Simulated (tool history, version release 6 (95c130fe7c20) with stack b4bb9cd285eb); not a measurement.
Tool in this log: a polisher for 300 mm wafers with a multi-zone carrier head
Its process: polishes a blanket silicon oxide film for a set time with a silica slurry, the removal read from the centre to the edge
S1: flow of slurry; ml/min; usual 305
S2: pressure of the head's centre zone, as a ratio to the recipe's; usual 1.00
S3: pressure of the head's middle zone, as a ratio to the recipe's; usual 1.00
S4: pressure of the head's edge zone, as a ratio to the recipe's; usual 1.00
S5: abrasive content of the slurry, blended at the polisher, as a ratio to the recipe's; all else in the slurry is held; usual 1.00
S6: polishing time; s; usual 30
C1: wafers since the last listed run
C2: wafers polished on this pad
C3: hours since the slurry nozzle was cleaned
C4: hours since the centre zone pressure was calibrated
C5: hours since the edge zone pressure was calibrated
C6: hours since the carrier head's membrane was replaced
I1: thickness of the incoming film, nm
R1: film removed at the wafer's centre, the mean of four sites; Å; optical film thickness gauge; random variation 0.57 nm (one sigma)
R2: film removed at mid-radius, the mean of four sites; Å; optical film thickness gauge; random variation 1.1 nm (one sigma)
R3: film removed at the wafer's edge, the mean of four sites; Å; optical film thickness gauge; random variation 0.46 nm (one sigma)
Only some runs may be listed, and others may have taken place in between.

run	hour	S1	S2	S3	S4	S5	S6	C1	C2	C3	C4	C5	C6	I1	R1	R2	R3
1	0.0	305	1.00	1.00	1.00	0.85	30	0	365	335.0	1003.6	586.4	251.7	1340.7	638	677	669
# hour 25.7: slurry nozzle cleaned
2	68.0	305	1.12	1.00	1.00	1.00	30	569	934	42.3	1071.6	654.4	319.7	1354.7	760	730	719
3	102.3	305	0.90	1.00	1.00	1.00	30	291	1226	76.6	1105.9	688.7	354.0	1355.6	607	717	708
4	129.9	355	1.00	1.00	1.08	0.90	25	234	1461	104.2	1133.5	716.3	381.6	1361.8	545	585	587
# hour 155.7: centre zone pressure recalibrated
5	186.9	260	1.00	1.00	1.00	0.90	30	467	1928	161.2	31.2	773.3	438.6	1334.1	640	681	665
6	240.9	405	1.07	1.00	0.93	1.00	36	459	2387	215.2	85.2	827.3	492.6	1345.5	905	876	822
7	296.1	305	1.00	0.93	1.00	1.00	30	469	2857	270.4	140.4	882.5	547.8	1341.2	664	654	677
# hour 302.1: worn pad replaced by a new one
8	320.3	255	1.00	1.00	0.89	0.85	30	171	154	294.6	164.6	906.7	572.0	1343.5	639	678	638
9	352.0	305	1.00	1.00	1.00	1.00	30	269	423	326.3	196.3	938.4	603.7	1360.1	709	730	723
# hour 370.0: slurry nozzle cleaned
10	411.3	305	0.94	1.07	1.00	1.00	30	495	919	41.3	255.6	997.7	663.0	1370.9	669	786	727
11	480.2	210	1.00	1.00	1.00	0.85	30	585	1505	110.2	324.5	1066.6	731.9	1365.2	614	648	636
# hour 514.7: edge zone pressure recalibrated
12	518.8	305	1.00	0.95	0.92	1.00	23	311	1816	148.8	363.1	4.1	770.5	1353.3	531	521	519
13	557.5	305	1.06	1.00	0.96	0.90	30	329	2145	187.5	401.8	42.8	809.2	1363.8	696	689	654
14	584.6	305	0.91	1.00	1.00	1.00	30	230	2376	214.6	428.9	69.9	836.3	1358.3	614	710	701
15	612.2	305	0.91	1.06	1.00	1.00	30	234	2610	242.2	456.5	97.5	863.9	1339.5	602	766	694
# hour 619.3: worn pad replaced by a new one
16	649.4	305	0.91	1.06	1.00	1.00	30	282	256	279.4	493.7	134.7	901.1	1341.8	642	768	724
17	703.0	305	1.00	1.00	1.00	1.00	30	455	711	333.0	547.3	188.3	954.7	1346.1	703	738	722
# hour 736.7: carrier head's membrane replaced by a new one
# hour 746.3: slurry nozzle cleaned
18	748.3	380	1.00	0.97	1.05	1.00	36	334	1046	2.0	592.6	233.6	11.6	1364.5	847	855	890
19	796.0	305	1.00	1.00	1.00	0.85	30	405	1451	49.7	640.3	281.3	59.3	1360.6	640	680	666
20	866.7	305	1.00	0.90	1.00	0.70	24	601	2052	120.4	711.0	352.0	130.0	1353.7	456	447	476

Branching from run 20: 5 alternative next runs. What would each branch give?
A	867.1	305	1.00	1.00	1.00	1.00	26	3	2056	120.8	711.4	352.4	130.4	1347.7	?	?	?
B	867.1	270	1.10	1.00	0.88	1.00	26	3	2056	120.8	711.4	352.4	130.4	1347.7	?	?	?
C	867.1	305	1.00	1.00	1.09	1.00	30	3	2056	120.8	711.4	352.4	130.4	1347.7	?	?	?
D	867.1	305	0.95	1.00	1.00	1.00	20	3	2056	120.8	711.4	352.4	130.4	1347.7	?	?	?
E	867.1	305	1.07	1.00	0.91	1.00	30	3	2056	120.8	711.4	352.4	130.4	1347.7	?	?	?

run	R1	R2	R3
A	580	621	609
B	630	613	575
C	669	716	727
D	424	478	468
E	717	716	678
What these runs would have given with no unlogged condition in the tool:
run	R1	R2	R3
A	616	637	625
B	670	630	591
C	711	735	747
D	450	490	481
E	761	735	696

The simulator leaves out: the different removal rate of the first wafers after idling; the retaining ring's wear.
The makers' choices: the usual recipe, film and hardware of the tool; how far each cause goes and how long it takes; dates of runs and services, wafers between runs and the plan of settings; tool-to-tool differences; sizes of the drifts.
